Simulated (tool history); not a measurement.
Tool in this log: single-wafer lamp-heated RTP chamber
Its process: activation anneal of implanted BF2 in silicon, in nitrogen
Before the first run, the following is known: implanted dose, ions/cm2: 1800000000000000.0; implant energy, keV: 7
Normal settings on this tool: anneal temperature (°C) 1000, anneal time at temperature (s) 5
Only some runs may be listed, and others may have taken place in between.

| run | hour | anneal temperature (°C) | anneal time at temperature (s) | wafers since the last listed run | wafers since the last pyrometer calibration | wafers since the reflector plate was cleaned | hours since the gauge calibration | read-back reference wafer on the same gauge, sheet resistance | sheet resistance of the implanted and annealed layer (ohm/square) |
|---|---|---|---|---|---|---|---|---|---|
| 1 | 0.0 | 1000 | 5 | 0 | 1244 | 199 | 2026.1 | 328.12 | 355.54 |
| 2 | 101.7 | 1000 | 5 | 1240 | 2484 | 1439 | 2127.8 | 327.73 | 352.98 |
| 3 | 184.3 | 1000 | 5 | 1007 | 3492 | 2447 | 2210.4 | 327.48 | 355.52 |
| 4 | 242.5 | 1000 | 6 | 709 | 4202 | 3157 | 2268.6 | 327.91 | 339.71 |
| 5 | 290.6 | 1000 | 6 | 586 | 4789 | 3743 | 2316.7 | 327.27 | 339.89 |
| 6 | 385.0 | 1009 | 5 | 1151 | 5940 | 4895 | 2411.1 | 327.37 | 325.03 |
| 7 | 423.5 | 1000 | 5 | 469 | 6410 | 5365 | 2449.6 | 327.31 | 354.23 |
| 8 | 490.2 | 981 | 6 | 813 | 7223 | 6178 | 2516.3 | 326.97 | 403.38 |
|  | 555.0 | reflector plate cleaned |
| 9 | 567.7 | 981 | 6 | 847 | 8071 | 155 | 2593.8 | 326.72 | 401.09 |
| 10 | 700.8 | 981 | 6 | 1623 | 9694 | 1778 | 2726.9 | 327.04 | 402.69 |
|  | 719.4 | pyrometer window cleaned and pyrometer calibrated |
| 11 | 797.0 | 1024 | 5 | 1075 | 946 | 2854 | 2823.1 | 326.10 | 288.41 |
| 12 | 1082.9 | 1024 | 5 | 3487 | 4433 | 6341 | 3109.0 | 326.07 | 284.77 |
|  | 1157.8 | reflector plate cleaned |
| 13 | 1158.6 | 1000 | 5 | 825 | 5259 | 9 | 3184.7 | 326.12 | 347.09 |
| 14 | 1212.6 | 1000 | 5 | 658 | 5917 | 668 | 3238.7 | 326.53 | 350.25 |
| 15 | 1267.3 | 1000 | 5 | 667 | 6584 | 1335 | 3293.4 | 326.19 | 351.73 |
| 16 | 1335.2 | 1000 | 5 | 828 | 7413 | 2163 | 3361.3 | 325.75 | 350.17 |
| 17 | 1408.7 | 1000 | 5 | 896 | 8309 | 3060 | 3434.8 | 326.17 | 351.35 |
| 18 | 1452.5 | 1000 | 5 | 534 | 8843 | 3594 | 3478.6 | 325.83 | 352.33 |
| 19 | 1499.3 | 970 | 4 | 570 | 9414 | 4165 | 3525.4 | 326.16 | 456.28 |
|  | 1509.1 | gauge calibrated |
|  | 1547.2 | pyrometer window cleaned and pyrometer calibrated |
| 20 | 1576.3 | 981 | 6 | 841 | 355 | 5006 | 67.2 | 342.95 | 417.46 |
| 21 | 1634.3 | 980 | 5 | 707 | 1062 | 5714 | 125.2 | 342.11 | 434.31 |
| 22 | 1688.1 | 1020 | 8 | 656 | 1719 | 6370 | 179.0 | 341.13 | 276.20 |
|  | 1799.3 | reflector plate cleaned |
| 23 | 1799.8 | 982 | 5 | 1264 | 2984 | 6 | 290.7 | 340.07 | 423.26 |
| 24 | 1869.6 | 1022 | 7 | 851 | 3835 | 858 | 360.5 | 338.60 | 275.77 |
| 25 | 1976.9 | 981 | 6 | 1308 | 5144 | 2166 | 467.8 | 338.00 | 414.89 |

Run 26 has not been measured yet. What should we expect?
| 26 | 2081.8 | 990 | 4 | 1279 | 6423 | 3446 | 572.7 | ? | ? |

Logged for run 26: read-back reference wafer on the same gauge, sheet resistance 336.58, sheet resistance of the implanted and annealed layer (ohm/square) 408.99.
Were there no unlogged condition in the tool, this run, its random variation unchanged, would have produced sheet resistance of the implanted and annealed layer (ohm/square) 412.94.
